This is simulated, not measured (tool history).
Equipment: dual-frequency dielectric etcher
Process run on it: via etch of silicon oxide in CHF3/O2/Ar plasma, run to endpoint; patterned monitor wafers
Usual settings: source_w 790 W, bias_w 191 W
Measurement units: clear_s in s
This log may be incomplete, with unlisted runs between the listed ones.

run	day	source_w	bias_w	wafers since the last listed run	hours since the last wet clean	hours since the last source power generator calibration	hours since the last bias power generator calibration	hours since the last upper electrode change	incoming incoming film thickness, nm	clear_s
1	0.000	790	191	0	264.2	1048.4	3053.8	3234.9	685.4	321.2
2	2.479	790	191	274	323.7	1107.9	3113.3	3294.4	678.2	318.6
3	4.633	790	191	238	375.4	1159.6	3165.0	3346.1	677.5	315.5
4	7.321	790	191	297	439.9	1224.1	3229.5	3410.6	679.0	312.2
5	9.788	940	191	273	499.1	1283.3	3288.7	3469.8	679.5	298.0
6	12.258	640	158	273	558.4	1342.6	3348.0	3529.1	674.2	347.3
7	14.179	930	181	212	604.5	1388.7	3394.1	3575.2	683.7	302.8
# day 16.854: wet clean of the chamber
8	16.962	930	181	197	2.6	1455.5	3460.9	3642.0	678.1	319.1
9	19.796	930	181	313	70.6	1523.5	3528.9	3710.0	675.7	313.9
10	21.771	790	191	218	118.0	1570.9	3576.3	3757.4	686.7	325.7
11	24.550	790	191	307	184.7	1637.6	3643.0	3824.1	674.9	319.8
12	25.700	790	163	127	212.3	1665.2	3670.6	3851.7	676.4	337.2
13	27.133	790	163	158	246.7	1699.6	3705.0	3886.1	671.0	332.7
14	28.950	790	163	201	290.3	1743.2	3748.6	3929.7	675.1	333.5
15	30.179	790	191	136	319.8	1772.7	3778.1	3959.2	674.3	312.0
16	31.217	790	191	114	344.7	1797.6	3803.0	3984.1	676.6	316.3
17	33.358	790	191	237	396.1	1849.0	3854.4	4035.5	682.3	316.7
18	34.496	790	218	125	423.4	1876.3	3881.7	4062.8	673.8	300.6
# day 37.321: upper electrode replaced, of another model than before
19	37.342	790	191	204	491.7	1944.6	3950.0	0.5	674.2	311.7
20	38.446	790	191	122	518.2	1971.1	3976.5	27.0	679.9	312.8
21	40.833	600	232	264	575.5	2028.4	4033.8	84.3	676.9	294.8
22	41.942	920	191	122	602.1	2055.0	4060.4	110.9	676.2	301.3
23	43.158	990	191	134	631.3	2084.2	4089.6	140.1	679.2	294.7
# day 44.275: wet clean of the chamber
24	45.242	790	191	119	23.2	2134.2	4139.6	190.1	673.1	317.2
25	47.071	880	191	202	67.1	2178.1	4183.5	234.0	678.6	310.0
# day 48.850: source power generator calibrated
26	49.754	590	143	278	131.5	21.7	4247.9	298.4	679.3	390.2
27	51.608	610	237	205	176.0	66.2	4292.4	342.9	677.4	292.9
# day 53.800: bias power generator calibrated
28	54.033	790	155	250	234.2	124.4	5.6	401.1	674.4	348.0
29	56.075	790	191	226	283.2	173.4	54.6	450.1	672.7	309.0

The next listed run, before its measurement:
30	57.558	610	164	164	318.8	209.0	90.2	485.7	681.7	?

Run 30 gave clear_s 353.1 s.
With no hidden state in the tool, this same run would have given clear_s 366.5 s.
